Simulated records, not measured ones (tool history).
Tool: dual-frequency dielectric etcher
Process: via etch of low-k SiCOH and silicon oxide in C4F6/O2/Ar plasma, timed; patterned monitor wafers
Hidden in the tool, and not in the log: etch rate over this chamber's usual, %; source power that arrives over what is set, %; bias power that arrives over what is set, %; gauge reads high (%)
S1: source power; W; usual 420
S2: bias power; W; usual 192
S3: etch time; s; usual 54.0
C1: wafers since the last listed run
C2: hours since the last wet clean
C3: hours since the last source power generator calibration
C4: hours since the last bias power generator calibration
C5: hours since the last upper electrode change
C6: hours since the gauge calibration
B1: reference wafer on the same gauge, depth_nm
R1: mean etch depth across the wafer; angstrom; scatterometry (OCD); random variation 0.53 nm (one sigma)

| run | hour | S1 | S2 | S3 | C1 | C2 | C3 | C4 | C5 | C6 | B1 | R1 |
|---|---|---|---|---|---|---|---|---|---|---|---|---|
| 1 | 0.0 | 420 | 192 | 54.0 | 0 | 272.5 | 3150.7 | 5104.5 | 5678.3 | 19.4 | 154.9 | 1474 |
| 2 | 12.7 | 420 | 213 | 54.0 | 114 | 285.2 | 3163.4 | 5117.2 | 5691.0 | 32.1 | 155.1 | 1533 |
| 3 | 21.2 | 420 | 213 | 54.0 | 76 | 293.7 | 3171.9 | 5125.7 | 5699.5 | 40.6 | 155.0 | 1528 |
| 4 | 29.7 | 420 | 213 | 54.0 | 76 | 302.2 | 3180.4 | 5134.2 | 5708.0 | 49.1 | 155.0 | 1520 |
| 5 | 40.2 | 420 | 192 | 54.0 | 94 | 312.7 | 3190.9 | 5144.7 | 5718.5 | 59.6 | 155.2 | 1461 |
| 6 | 51.3 | 420 | 192 | 54.0 | 99 | 323.8 | 3202.0 | 5155.8 | 5729.6 | 70.7 | 155.1 | 1461 |
| 7 | 61.6 | 340 | 169 | 54.0 | 92 | 334.1 | 3212.3 | 5166.1 | 5739.9 | 81.0 | 155.0 | 1305 |
|  | 100.8 | wet clean of the chamber |
| 8 | 101.3 | 350 | 168 | 47.5 | 141 | 0.5 | 3252.0 | 5205.8 | 5779.6 | 120.7 | 155.0 | 1202 |
| 9 | 101.7 | 480 | 192 | 66.5 | 3 | 0.9 | 3252.4 | 5206.2 | 5780.0 | 121.1 | 155.0 | 1916 |
| 10 | 105.3 | 420 | 192 | 54.0 | 32 | 4.5 | 3256.0 | 5209.8 | 5783.6 | 124.7 | 155.0 | 1509 |
| 11 | 115.6 | 460 | 192 | 40.0 | 92 | 14.8 | 3266.3 | 5220.1 | 5793.9 | 135.0 | 155.1 | 1136 |
|  | 120.5 | source power generator calibrated |
| 12 | 122.9 | 420 | 206 | 69.0 | 29 | 22.1 | 2.4 | 5227.4 | 5801.2 | 142.3 | 155.0 | 1985 |
| 13 | 135.3 | 420 | 192 | 54.0 | 111 | 34.5 | 14.8 | 5239.8 | 5813.6 | 154.7 | 154.9 | 1505 |
| 14 | 143.9 | 420 | 192 | 39.5 | 77 | 43.1 | 23.4 | 5248.4 | 5822.2 | 163.3 | 155.1 | 1100 |
| 15 | 157.2 | 500 | 162 | 54.0 | 119 | 56.4 | 36.7 | 5261.7 | 5835.5 | 176.6 | 155.1 | 1451 |
|  | 162.7 | bias power generator calibrated |
|  | 191.5 | upper electrode replaced |
| 16 | 192.0 | 420 | 192 | 54.0 | 61 | 91.2 | 71.5 | 29.3 | 0.5 | 211.4 | 155.0 | 1491 |
| 17 | 192.3 | 490 | 192 | 59.0 | 2 | 91.5 | 71.8 | 29.6 | 0.8 | 211.7 | 155.0 | 1697 |
| 18 | 207.4 | 420 | 192 | 54.0 | 135 | 106.6 | 86.9 | 44.7 | 15.9 | 226.8 | 155.1 | 1494 |
| 19 | 219.1 | 360 | 146 | 63.5 | 105 | 118.3 | 98.6 | 56.4 | 27.6 | 238.5 | 155.1 | 1493 |
| 20 | 234.1 | 370 | 192 | 54.0 | 134 | 133.3 | 113.6 | 71.4 | 42.6 | 253.5 | 154.8 | 1445 |
| 21 | 241.0 | 420 | 192 | 59.5 | 62 | 140.2 | 120.5 | 78.3 | 49.5 | 260.4 | 155.1 | 1641 |
| 22 | 256.6 | 420 | 192 | 48.0 | 140 | 155.8 | 136.1 | 93.9 | 65.1 | 276.0 | 155.0 | 1324 |
| 23 | 266.0 | 360 | 192 | 41.5 | 84 | 165.2 | 145.5 | 103.3 | 74.5 | 285.4 | 154.9 | 1102 |
| 24 | 275.4 | 420 | 229 | 62.0 | 84 | 174.6 | 154.9 | 112.7 | 83.9 | 294.8 | 154.9 | 1837 |
| 25 | 290.7 | 420 | 212 | 44.5 | 137 | 189.9 | 170.2 | 128.0 | 99.2 | 310.1 | 155.0 | 1272 |
| 26 | 301.6 | 420 | 219 | 54.0 | 98 | 200.8 | 181.1 | 138.9 | 110.1 | 321.0 | 155.2 | 1569 |
| 27 | 318.9 | 360 | 163 | 48.5 | 155 | 218.1 | 198.4 | 156.2 | 127.4 | 338.3 | 155.0 | 1188 |
| 28 | 327.9 | 420 | 192 | 54.0 | 80 | 227.1 | 207.4 | 165.2 | 136.4 | 347.3 | 155.0 | 1468 |
| 29 | 337.6 | 340 | 169 | 41.5 | 87 | 236.8 | 217.1 | 174.9 | 146.1 | 357.0 | 155.0 | 1019 |
| 30 | 348.6 | 480 | 213 | 54.0 | 98 | 247.8 | 228.1 | 185.9 | 157.1 | 368.0 | 155.0 | 1590 |

The tool's hidden state at each run:
source power that arrives over what is set, %: 0 in every run
bias power that arrives over what is set, %: 0 in every run
gauge reads high (%): 0 in every run
H1: etch rate over this chamber's usual, %
| run | H1 |
|---|---|
| 1 | -2.54 |
| 2 | -2.67 |
| 3 | -2.76 |
| 4 | -2.84 |
| 5 | -2.95 |
| 6 | -3.07 |
| 7 | -3.17 |
| 8 | 0.396 |
| 9 | 0.392 |
| 10 | 0.355 |
| 11 | 0.249 |
| 12 | 0.173 |
| 13 | 0.0453 |
| 14 | -0.0435 |
| 15 | -0.181 |
| 16 | -0.54 |
| 17 | -0.543 |
| 18 | -0.699 |
| 19 | -0.82 |
| 20 | -0.974 |
| 21 | -1.05 |
| 22 | -1.21 |
| 23 | -1.3 |
| 24 | -1.4 |
| 25 | -1.56 |
| 26 | -1.67 |
| 27 | -1.85 |
| 28 | -1.94 |
| 29 | -2.04 |
| 30 | -2.16 |

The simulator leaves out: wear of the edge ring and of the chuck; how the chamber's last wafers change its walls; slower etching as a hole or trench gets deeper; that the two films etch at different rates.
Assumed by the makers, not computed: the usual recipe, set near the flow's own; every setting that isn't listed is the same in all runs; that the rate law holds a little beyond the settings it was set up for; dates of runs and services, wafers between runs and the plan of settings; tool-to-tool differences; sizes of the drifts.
